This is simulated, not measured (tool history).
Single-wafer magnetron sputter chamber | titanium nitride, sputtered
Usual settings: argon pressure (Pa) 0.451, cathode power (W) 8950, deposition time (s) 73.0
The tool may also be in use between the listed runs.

| run | hour | argon pressure (Pa) | cathode power (W) | deposition time (s) | read-back reference wafer on the same gauge, thickness_nm | mean film thickness on the monitor wafer (Å) |
|---|---|---|---|---|---|---|
| 1 | 0.0 | 0.451 | 8950 | 81.3 | 106.003 | 1468.61 |
|  | 43.1 | sputter target and shields replaced |
| 2 | 82.4 | 0.451 | 8950 | 81.3 | 106.044 | 1473.32 |
| 3 | 108.7 | 0.451 | 8950 | 69.6 | 105.966 | 1265.03 |
| 4 | 124.5 | 0.489 | 8950 | 73.0 | 105.942 | 1316.52 |
| 5 | 179.7 | 0.489 | 8950 | 73.0 | 105.987 | 1320.79 |
| 6 | 212.9 | 0.451 | 8950 | 67.3 | 106.024 | 1215.33 |
| 7 | 243.5 | 0.451 | 8950 | 67.3 | 106.026 | 1219.96 |
| 8 | 270.6 | 0.451 | 8950 | 67.3 | 105.987 | 1221.21 |
| 9 | 302.8 | 0.451 | 8950 | 79.9 | 105.905 | 1444.38 |
|  | 312.7 | sputter target and shields replaced |
| 10 | 334.4 | 0.451 | 8950 | 81.5 | 106.102 | 1471.92 |
| 11 | 352.5 | 0.451 | 8950 | 73.0 | 106.006 | 1329.37 |
| 12 | 365.8 | 0.529 | 8950 | 73.0 | 105.967 | 1293.66 |
| 13 | 383.2 | 0.546 | 11050 | 86.0 | 106.022 | 1745.58 |
|  | 399.8 | capacitance manometer re-zeroed and calibrated |
| 14 | 407.4 | 0.451 | 8950 | 73.0 | 106.106 | 1323.83 |
| 15 | 421.6 | 0.381 | 8950 | 73.0 | 105.993 | 1336.83 |
| 16 | 436.2 | 0.594 | 10250 | 73.0 | 105.994 | 1399.42 |
| 17 | 460.0 | 0.451 | 8950 | 69.3 | 105.941 | 1251.59 |
| 18 | 479.7 | 0.451 | 8950 | 73.0 | 106.009 | 1324.78 |
| 19 | 502.5 | 0.370 | 8950 | 63.7 | 106.003 | 1174.73 |
| 20 | 515.5 | 0.451 | 8950 | 73.0 | 105.993 | 1319.09 |
|  | 543.5 | sputter target and shields replaced |
|  | 552.1 | magnet pack replaced |
| 21 | 552.6 | 0.451 | 8950 | 73.0 | 105.995 | 1322.66 |
| 22 | 564.8 | 0.324 | 8100 | 73.0 | 106.012 | 1283.06 |
| 23 | 593.9 | 0.451 | 10300 | 81.3 | 106.042 | 1614.71 |
|  | 598.3 | gauge calibrated |
| 24 | 622.2 | 0.451 | 8950 | 73.0 | 106.037 | 1327.01 |
| 25 | 637.2 | 0.584 | 8150 | 73.0 | 105.989 | 1220.24 |
| 26 | 654.1 | 0.520 | 9850 | 87.2 | 105.960 | 1650.87 |
| 27 | 687.9 | 0.585 | 8050 | 79.1 | 105.985 | 1309.78 |
| 28 | 704.1 | 0.451 | 9650 | 84.4 | 105.970 | 1607.29 |
| 29 | 731.6 | 0.594 | 8950 | 73.0 | 105.995 | 1286.28 |
| 30 | 745.8 | 0.548 | 9650 | 73.0 | 105.951 | 1363.07 |
| 31 | 763.5 | 0.451 | 10250 | 73.0 | 105.920 | 1440.42 |
|  | 782.4 | sputter target and shields replaced |
| 32 | 788.7 | 0.451 | 8950 | 73.0 | 106.029 | 1326.45 |
| 33 | 818.2 | 0.358 | 8950 | 73.0 | 106.061 | 1349.02 |
| 34 | 846.8 | 0.451 | 8950 | 73.0 | 106.037 | 1323.87 |

5 ways to go on from here, each from the tool as it stands after run 34. What would each give?
| A | 847.2 | 0.451 | 8950 | 64.5 | ? | ? |
| B | 847.2 | 0.631 | 11000 | 67.4 | ? | ? |
| C | 847.2 | 0.451 | 10350 | 60.1 | ? | ? |
| D | 847.2 | 0.620 | 8950 | 73.0 | ? | ? |
| E | 847.2 | 0.617 | 8950 | 73.0 | ? | ? |

| run | read-back reference wafer on the same gauge, thickness_nm | mean film thickness on the monitor wafer (Å) |
|---|---|---|
| A | 105.985 | 1171.61 |
| B | 105.985 | 1338.22 |
| C | 105.985 | 1192.92 |
| D | 105.985 | 1279.09 |
| E | 105.985 | 1279.91 |
Without the tool's hidden state the same runs would have given:
| run | mean film thickness on the monitor wafer (Å) |
|---|---|
| A | 1171.61 |
| B | 1338.22 |
| C | 1192.92 |
| D | 1279.09 |
| E | 1279.91 |

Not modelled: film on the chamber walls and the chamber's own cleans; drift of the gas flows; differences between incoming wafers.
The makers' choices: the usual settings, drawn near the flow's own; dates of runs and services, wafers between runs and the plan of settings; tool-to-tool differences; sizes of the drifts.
